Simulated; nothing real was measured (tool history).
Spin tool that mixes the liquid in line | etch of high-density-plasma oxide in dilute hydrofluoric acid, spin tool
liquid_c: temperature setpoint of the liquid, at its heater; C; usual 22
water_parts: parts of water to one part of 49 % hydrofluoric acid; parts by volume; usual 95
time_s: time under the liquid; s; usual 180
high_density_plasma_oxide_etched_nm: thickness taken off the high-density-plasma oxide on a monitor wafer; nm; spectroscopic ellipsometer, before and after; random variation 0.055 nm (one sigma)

run	day	liquid_c	water_parts	time_s	wafers since the last listed run	hours since the thermometer was replaced	hours since the hydrofluoric acid flow meter was replaced	hours since the gauge calibration	read-back film thickness of the high-density-plasma oxide reference wafer, read on the same gauge (nm)	high_density_plasma_oxide_etched_nm
1	0	22	105	180	0	1955.7	1091.5	378.6	30	8.19
# day 0.179: hydrofluoric acid flow meter replaced
2	1.521	22	105	180	168	1992.2	32.2	415.1	29.97	8.6
3	4.571	22	95	180	347	2065.4	105.4	488.3	30.03	9.56
4	6.204	22	95	180	185	2104.6	144.6	527.5	30.01	9.6
5	7.85	22	95	180	187	2144.1	184.1	567	30	9.67
6	11.842	22	115	180	454	2239.9	279.9	662.8	30.01	7.72
7	23.254	22	115	180	1299	2513.8	553.8	936.7	29.98	7.58
8	26.242	22	115	180	340	2585.5	625.5	1008.4	30.02	7.76
9	27.821	22	95	180	179	2623.4	663.4	1046.3	30.03	9.47
10	32.192	22	95	180	497	2728.3	768.3	1151.2	30	9.44
11	36.483	22	75	180	488	2831.3	871.3	1254.2	30.01	12.38
12	39.121	22	95	180	300	2894.6	934.6	1317.5	29.99	9.48
# day 39.579: hydrofluoric acid flow meter replaced
13	41.971	22	95	180	319	2963	57.4	1385.9	29.99	9.9
14	43.958	22	105	180	226	3010.7	105.1	1433.6	29.99	8.93
# day 45.029: thermometer replaced
15	46.142	22	105	180	243	26.7	157.5	1486	30.01	8.01
16	48.85	20	55	180	308	91.7	222.5	1551	29.98	15.07
17	51.3	24	125	75	278	150.5	281.3	1609.8	29.99	2.97
18	54.85	19	75	105	404	235.7	366.5	1695	29.98	5.99
# day 67.171: gauge calibrated
19	67.233	22	105	180	1410	532.9	663.7	1.5	29.99	8.02
20	70.592	24.5	115	100	382	613.5	744.3	82.1	30.02	4.39
21	73.279	22	120	180	306	678	808.8	146.6	29.99	6.91
22	74.954	22	125	180	190	718.2	849	186.8	30	6.51
23	76.858	19	95	180	216	763.9	894.7	232.5	30.01	7.89
24	80.025	18	115	145	360	839.9	970.7	308.5	30.01	4.91
25	84.338	17.5	80	255	491	943.4	1074.2	412	30	12.61
# day 86.175: hydrofluoric acid flow meter replaced
26	88.133	22	95	180	427	1034.5	47	503.1	30	9.27
27	92.462	18.5	95	180	492	1138.4	150.9	607	29.99	8.02

Consider 4 possible next runs. They are alternatives, not a sequence: every one starts from the tool as it was left by run 27. What does each give?
A	92.483	22	95	180	2	1138.9	151.4	607.5	?	?
B	92.483	22	135	180	2	1138.9	151.4	607.5	?	?
C	92.483	19.5	95	180	2	1138.9	151.4	607.5	?	?
D	92.483	26.5	135	225	2	1138.9	151.4	607.5	?	?

run	read-back film thickness of the high-density-plasma oxide reference wafer, read on the same gauge (nm)	high_density_plasma_oxide_etched_nm
A	29.98	9.35
B	29.98	6.27
C	29.98	8.45
D	29.98	9.3
Without the tool's hidden state the same runs would have given:
run	high_density_plasma_oxide_etched_nm
A	9.11
B	6.12
C	8.22
D	9.1
